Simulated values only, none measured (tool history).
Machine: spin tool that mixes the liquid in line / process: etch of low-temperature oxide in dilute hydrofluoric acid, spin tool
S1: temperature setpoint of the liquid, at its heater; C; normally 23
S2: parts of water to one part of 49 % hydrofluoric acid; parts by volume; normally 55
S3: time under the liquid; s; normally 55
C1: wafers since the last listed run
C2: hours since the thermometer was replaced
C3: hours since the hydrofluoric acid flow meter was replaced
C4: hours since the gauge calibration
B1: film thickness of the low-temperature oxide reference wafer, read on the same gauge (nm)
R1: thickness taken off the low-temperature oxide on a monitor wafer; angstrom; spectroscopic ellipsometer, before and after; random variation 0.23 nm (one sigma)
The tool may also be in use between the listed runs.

{"run": 1, "hour": 0.0, "S1": 23, "S2": 55, "S3": 55, "C1": 0, "C2": 1005.3, "C3": 965.6, "C4": 960.6, "B1": 113.73, "R1": 267.5}
{"run": 2, "hour": 27.3, "S1": 23, "S2": 55, "S3": 55, "C1": 176, "C2": 1032.6, "C3": 992.9, "C4": 987.9, "B1": 113.87, "R1": 274.1}
{"run": 3, "hour": 73.2, "S1": 23, "S2": 55, "S3": 55, "C1": 296, "C2": 1078.5, "C3": 1038.8, "C4": 1033.8, "B1": 114.06, "R1": 274.7}
{"run": 4, "hour": 111.0, "S1": 23, "S2": 55, "S3": 55, "C1": 243, "C2": 1116.3, "C3": 1076.6, "C4": 1071.6, "B1": 114.25, "R1": 273.1}
{"run": 5, "hour": 215.2, "S1": 23, "S2": 55, "S3": 55, "C1": 672, "C2": 1220.5, "C3": 1180.8, "C4": 1175.8, "B1": 114.69, "R1": 277.9}
{"run": 6, "hour": 279.9, "S1": 26, "S2": 55, "S3": 65, "C1": 417, "C2": 1285.2, "C3": 1245.5, "C4": 1240.5, "B1": 114.98, "R1": 372}
{"run": 7, "hour": 307.2, "S1": 23, "S2": 55, "S3": 35, "C1": 176, "C2": 1312.5, "C3": 1272.8, "C4": 1267.8, "B1": 115.09, "R1": 176.6}
{"run": 8, "hour": 361.6, "S1": 23, "S2": 55, "S3": 35, "C1": 351, "C2": 1366.9, "C3": 1327.2, "C4": 1322.2, "B1": 115.35, "R1": 175}
{"hour": 380.8, "done": "thermometer replaced"}
{"hour": 407.7, "done": "gauge calibrated"}
{"run": 9, "hour": 560.2, "S1": 23, "S2": 55, "S3": 35, "C1": 1274, "C2": 179.4, "C3": 1525.8, "C4": 152.5, "B1": 110.84, "R1": 166.9}
{"hour": 579.2, "done": "hydrofluoric acid flow meter replaced"}
{"run": 10, "hour": 586.4, "S1": 23, "S2": 55, "S3": 55, "C1": 162, "C2": 205.6, "C3": 7.2, "C4": 178.7, "B1": 110.94, "R1": 271.8}
{"run": 11, "hour": 631.0, "S1": 23, "S2": 55, "S3": 55, "C1": 287, "C2": 250.2, "C3": 51.8, "C4": 223.3, "B1": 111.13, "R1": 264}
{"run": 12, "hour": 661.2, "S1": 23, "S2": 55, "S3": 90, "C1": 194, "C2": 280.4, "C3": 82, "C4": 253.5, "B1": 111.26, "R1": 432.7}
{"run": 13, "hour": 851.6, "S1": 23, "S2": 55, "S3": 45, "C1": 1228, "C2": 470.8, "C3": 272.4, "C4": 443.9, "B1": 112.1, "R1": 218.3}
{"run": 14, "hour": 906.1, "S1": 25, "S2": 30, "S3": 55, "C1": 351, "C2": 525.3, "C3": 326.9, "C4": 498.4, "B1": 112.36, "R1": 551.5}
{"run": 15, "hour": 964.9, "S1": 21.5, "S2": 55, "S3": 55, "C1": 379, "C2": 584.1, "C3": 385.7, "C4": 557.2, "B1": 112.62, "R1": 251.3}
{"run": 16, "hour": 1048.7, "S1": 23, "S2": 55, "S3": 55, "C1": 540, "C2": 667.9, "C3": 469.5, "C4": 641, "B1": 112.97, "R1": 275.4}
{"run": 17, "hour": 1115.9, "S1": 25.5, "S2": 70, "S3": 85, "C1": 433, "C2": 735.1, "C3": 536.7, "C4": 708.2, "B1": 113.27, "R1": 359.7}
{"run": 18, "hour": 1155.0, "S1": 23, "S2": 55, "S3": 55, "C1": 252, "C2": 774.2, "C3": 575.8, "C4": 747.3, "B1": 113.47, "R1": 274.2}
{"run": 19, "hour": 1183.8, "S1": 27, "S2": 45, "S3": 65, "C1": 185, "C2": 803, "C3": 604.6, "C4": 776.1, "B1": 113.58, "R1": 470.7}

Measured minus without-hidden-state, run by run (identical run-to-run variation in each term; gauge scatter may differ):
The tool's hidden condition here consists of: liquid colder than its thermometer reads (K); hydrofluoric acid flow above the setpoint (%); gauge reads high (%).
run=1 R1=+8.8
run=2 R1=+9.3
run=3 R1=+9.8
run=4 R1=+10.1
run=5 R1=+11.4
run=6 R1=+16.1
run=7 R1=+7.8
run=8 R1=+8.1
run=9 R1=+1.2
run=10 R1=+2.3
run=11 R1=+2.7
run=12 R1=+4.9
run=13 R1=+4.1
run=14 R1=+11.5
run=15 R1=+5.8
run=16 R1=+7.3
run=17 R1=+10.4
run=18 R1=+8.3
run=19 R1=+14.8

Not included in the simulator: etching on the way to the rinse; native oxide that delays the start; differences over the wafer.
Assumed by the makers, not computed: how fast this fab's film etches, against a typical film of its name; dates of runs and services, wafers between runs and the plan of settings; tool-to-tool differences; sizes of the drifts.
